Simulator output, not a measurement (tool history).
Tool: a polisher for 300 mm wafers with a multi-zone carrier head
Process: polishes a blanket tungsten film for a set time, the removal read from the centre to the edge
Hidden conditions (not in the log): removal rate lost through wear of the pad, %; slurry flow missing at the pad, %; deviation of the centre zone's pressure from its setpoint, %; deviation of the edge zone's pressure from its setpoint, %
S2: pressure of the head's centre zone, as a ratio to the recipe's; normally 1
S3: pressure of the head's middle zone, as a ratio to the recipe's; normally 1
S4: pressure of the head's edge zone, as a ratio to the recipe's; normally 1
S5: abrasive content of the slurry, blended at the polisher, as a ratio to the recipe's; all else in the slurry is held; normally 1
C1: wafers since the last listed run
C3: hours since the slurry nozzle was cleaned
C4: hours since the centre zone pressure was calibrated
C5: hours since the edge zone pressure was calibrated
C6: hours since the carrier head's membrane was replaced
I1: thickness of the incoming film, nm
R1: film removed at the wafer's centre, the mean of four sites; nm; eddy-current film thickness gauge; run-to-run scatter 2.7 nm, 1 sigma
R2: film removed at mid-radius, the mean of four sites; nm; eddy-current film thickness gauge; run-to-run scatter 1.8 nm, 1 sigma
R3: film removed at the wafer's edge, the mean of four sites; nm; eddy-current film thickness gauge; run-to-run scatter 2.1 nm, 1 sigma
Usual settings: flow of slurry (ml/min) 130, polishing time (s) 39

{"run": 1, "hour": 0.0, "flow of slurry (ml/min)": 130, "S2": 1, "S3": 1, "S4": 1, "S5": 1, "polishing time (s)": 39, "C1": 0, "wafers polished on this pad": 652, "C3": 814.8, "C4": 1185, "C5": 727.6, "C6": 25, "I1": 732, "R1": 168.3, "R2": 175.5, "R3": 186}
{"run": 2, "hour": 8.1, "flow of slurry (ml/min)": 130, "S2": 1.07, "S3": 1, "S4": 1, "S5": 1, "polishing time (s)": 39, "C1": 93, "wafers polished on this pad": 745, "C3": 822.9, "C4": 1193.1, "C5": 735.7, "C6": 33.1, "I1": 740, "R1": 175, "R2": 171.9, "R3": 181}
{"hour": 17.8, "done": "slurry nozzle cleaned"}
{"hour": 22.6, "done": "worn pad replaced by a new one"}
{"run": 3, "hour": 23.1, "flow of slurry (ml/min)": 130, "S2": 1, "S3": 1, "S4": 1, "S5": 1, "polishing time (s)": 39, "C1": 115, "wafers polished on this pad": 6, "C3": 5.3, "C4": 1208.1, "C5": 750.7, "C6": 48.1, "I1": 731.9, "R1": 230.8, "R2": 229.1, "R3": 231}
{"run": 4, "hour": 31.4, "flow of slurry (ml/min)": 130, "S2": 1, "S3": 1, "S4": 1, "S5": 1, "polishing time (s)": 39, "C1": 95, "wafers polished on this pad": 101, "C3": 13.6, "C4": 1216.4, "C5": 759, "C6": 56.4, "I1": 744.2, "R1": 225.1, "R2": 227.3, "R3": 224.1}
{"run": 5, "hour": 39.0, "flow of slurry (ml/min)": 130, "S2": 1, "S3": 1, "S4": 1, "S5": 1, "polishing time (s)": 39, "C1": 87, "wafers polished on this pad": 189, "C3": 21.2, "C4": 1224, "C5": 766.6, "C6": 64, "I1": 730.9, "R1": 229.8, "R2": 227.8, "R3": 226.1}
{"run": 6, "hour": 46.2, "flow of slurry (ml/min)": 130, "S2": 1, "S3": 1, "S4": 1, "S5": 1, "polishing time (s)": 39, "C1": 82, "wafers polished on this pad": 271, "C3": 28.4, "C4": 1231.2, "C5": 773.8, "C6": 71.2, "I1": 744, "R1": 228.5, "R2": 224.4, "R3": 223.7}
{"run": 7, "hour": 59.9, "flow of slurry (ml/min)": 85, "S2": 1, "S3": 1.1, "S4": 1, "S5": 0.8, "polishing time (s)": 39, "C1": 157, "wafers polished on this pad": 429, "C3": 42.1, "C4": 1244.9, "C5": 787.5, "C6": 84.9, "I1": 721.9, "R1": 184.3, "R2": 200.1, "R3": 191.2}
{"run": 8, "hour": 71.9, "flow of slurry (ml/min)": 130, "S2": 0.94, "S3": 1, "S4": 1, "S5": 0.9, "polishing time (s)": 43, "C1": 138, "wafers polished on this pad": 567, "C3": 54.1, "C4": 1256.9, "C5": 799.5, "C6": 96.9, "I1": 727.9, "R1": 218.8, "R2": 233.2, "R3": 235.4}
{"hour": 82.2, "done": "centre zone pressure recalibrated"}
{"run": 9, "hour": 83.0, "flow of slurry (ml/min)": 130, "S2": 0.92, "S3": 1.06, "S4": 0.94, "S5": 1, "polishing time (s)": 39, "C1": 104, "wafers polished on this pad": 672, "C3": 65.2, "C4": 0.8, "C5": 810.6, "C6": 108, "I1": 732.7, "R1": 193.8, "R2": 218.8, "R3": 207.1}
{"hour": 95.1, "done": "edge zone pressure recalibrated"}
{"run": 10, "hour": 95.6, "flow of slurry (ml/min)": 155, "S2": 0.9, "S3": 1, "S4": 1, "S5": 1, "polishing time (s)": 30, "C1": 121, "wafers polished on this pad": 794, "C3": 77.8, "C4": 13.4, "C5": 0.5, "C6": 120.6, "I1": 726.4, "R1": 148.9, "R2": 163.6, "R3": 164.2}
{"hour": 106.4, "done": "worn pad replaced by a new one"}
{"run": 11, "hour": 106.9, "flow of slurry (ml/min)": 130, "S2": 1, "S3": 1, "S4": 1, "S5": 1, "polishing time (s)": 39, "C1": 84, "wafers polished on this pad": 5, "C3": 89.1, "C4": 24.7, "C5": 11.8, "C6": 131.9, "I1": 716.1, "R1": 227.4, "R2": 226.5, "R3": 229.3}
{"run": 12, "hour": 110.6, "flow of slurry (ml/min)": 130, "S2": 0.9, "S3": 1, "S4": 1.08, "S5": 0.85, "polishing time (s)": 51, "C1": 42, "wafers polished on this pad": 47, "C3": 92.8, "C4": 28.4, "C5": 15.5, "C6": 135.6, "I1": 728.3, "R1": 262.2, "R2": 283.7, "R3": 304.3}
{"run": 13, "hour": 122.6, "flow of slurry (ml/min)": 130, "S2": 1, "S3": 1, "S4": 1, "S5": 1.2, "polishing time (s)": 39, "C1": 138, "wafers polished on this pad": 186, "C3": 104.8, "C4": 40.4, "C5": 27.5, "C6": 147.6, "I1": 723.4, "R1": 231.1, "R2": 235.8, "R3": 238.7}
{"run": 14, "hour": 133.3, "flow of slurry (ml/min)": 130, "S2": 0.89, "S3": 1.07, "S4": 1, "S5": 1, "polishing time (s)": 39, "C1": 123, "wafers polished on this pad": 309, "C3": 115.5, "C4": 51.1, "C5": 38.2, "C6": 158.3, "I1": 720, "R1": 199.3, "R2": 236.1, "R3": 223.7}
{"run": 15, "hour": 150.1, "flow of slurry (ml/min)": 115, "S2": 1, "S3": 1, "S4": 0.9, "S5": 1, "polishing time (s)": 39, "C1": 193, "wafers polished on this pad": 502, "C3": 132.3, "C4": 67.9, "C5": 55, "C6": 175.1, "I1": 726.8, "R1": 213.3, "R2": 210.9, "R3": 200}
{"run": 16, "hour": 158.1, "flow of slurry (ml/min)": 130, "S2": 1, "S3": 0.96, "S4": 1, "S5": 1, "polishing time (s)": 39, "C1": 92, "wafers polished on this pad": 594, "C3": 140.3, "C4": 75.9, "C5": 63, "C6": 183.1, "I1": 720.7, "R1": 216.2, "R2": 209.9, "R3": 220.6}
{"run": 17, "hour": 170.3, "flow of slurry (ml/min)": 95, "S2": 1.03, "S3": 1.05, "S4": 1, "S5": 1.25, "polishing time (s)": 39, "C1": 140, "wafers polished on this pad": 734, "C3": 152.5, "C4": 88.1, "C5": 75.2, "C6": 195.3, "I1": 729.7, "R1": 203.2, "R2": 206.1, "R3": 207.8}
{"run": 18, "hour": 179.9, "flow of slurry (ml/min)": 100, "S2": 1, "S3": 1, "S4": 1.09, "S5": 1, "polishing time (s)": 39, "C1": 110, "wafers polished on this pad": 845, "C3": 162.1, "C4": 97.7, "C5": 84.8, "C6": 204.9, "I1": 735.5, "R1": 185.9, "R2": 189.3, "R3": 201.9}
{"hour": 190.0, "done": "worn pad replaced by a new one"}
{"run": 19, "hour": 195.8, "flow of slurry (ml/min)": 130, "S2": 0.94, "S3": 1, "S4": 1, "S5": 1, "polishing time (s)": 39, "C1": 136, "wafers polished on this pad": 66, "C3": 178, "C4": 113.6, "C5": 100.7, "C6": 220.8, "I1": 718.8, "R1": 208.6, "R2": 224.5, "R3": 223.5}
{"run": 20, "hour": 211.8, "flow of slurry (ml/min)": 130, "S2": 1, "S3": 1, "S4": 1.07, "S5": 1, "polishing time (s)": 27, "C1": 184, "wafers polished on this pad": 250, "C3": 194, "C4": 129.6, "C5": 116.7, "C6": 236.8, "I1": 717, "R1": 154.4, "R2": 153, "R3": 161.8}
{"run": 21, "hour": 219.5, "flow of slurry (ml/min)": 130, "S2": 1, "S3": 1, "S4": 1, "S5": 0.9, "polishing time (s)": 39, "C1": 88, "wafers polished on this pad": 339, "C3": 201.7, "C4": 137.3, "C5": 124.4, "C6": 244.5, "I1": 738.9, "R1": 215, "R2": 215.2, "R3": 220}
{"run": 22, "hour": 228.1, "flow of slurry (ml/min)": 130, "S2": 1, "S3": 1, "S4": 1, "S5": 1, "polishing time (s)": 39, "C1": 98, "wafers polished on this pad": 438, "C3": 210.3, "C4": 145.9, "C5": 133, "C6": 253.1, "I1": 721, "R1": 215.5, "R2": 215.4, "R3": 221}
{"run": 23, "hour": 245.0, "flow of slurry (ml/min)": 145, "S2": 0.9, "S3": 1.07, "S4": 1, "S5": 1, "polishing time (s)": 53, "C1": 194, "wafers polished on this pad": 632, "C3": 227.2, "C4": 162.8, "C5": 149.9, "C6": 270, "I1": 733.1, "R1": 265.4, "R2": 310.6, "R3": 295.9}

Hidden condition of the tool, last listed run before each entry between runs versus first listed run after:
After run 2, before run 3: slurry nozzle cleaned (hour 17.8); worn pad replaced by a new one (hour 22.6)
  removal rate lost through wear of the pad, %: 9.13 -> 1.67; slurry flow missing at the pad, %: 46 -> 0.345
  the result without the hidden state subtracted from the measured one, R1: -73.8 -> -4.1 nm; R2: -64.1 -> -4.1 nm; R3: -49.5 -> -4 nm
After run 8, before run 9: centre zone pressure recalibrated (hour 82.2)
  removal rate lost through wear of the pad, %: 5.88 -> 7.98; slurry flow missing at the pad, %: 2.99 -> 3.6
  the result without the hidden state subtracted from the measured one, R1: -15.7 -> -18.9 nm; R2: -16.5 -> -21.1 nm; R3: -16 -> -19.5 nm
After run 9, before run 10: edge zone pressure recalibrated (hour 95.1)
  removal rate lost through wear of the pad, %: 7.98 -> 10.9; slurry flow missing at the pad, %: 3.6 -> 4.28
  the result without the hidden state subtracted from the measured one, R1: -18.9 -> -19.9 nm; R2: -21.1 -> -21.7 nm; R3: -19.5 -> -21.3 nm
After run 10, before run 11: worn pad replaced by a new one (hour 106.4)
  removal rate lost through wear of the pad, %: 10.9 -> 0.856; slurry flow missing at the pad, %: 4.28 -> 4.9
  the result without the hidden state subtracted from the measured one, R1: -19.9 -> -5.2 nm; R2: -21.7 -> -4.9 nm; R3: -21.3 -> -4.1 nm
After run 18, before run 19: worn pad replaced by a new one (hour 190)
  removal rate lost through wear of the pad, %: 10.2 -> 1.16; slurry flow missing at the pad, %: 8.86 -> 9.72
  the result without the hidden state subtracted from the measured one, R1: -28.6 -> -8.9 nm; R2: -28.2 -> -8.7 nm; R3: -27.6 -> -6.8 nm
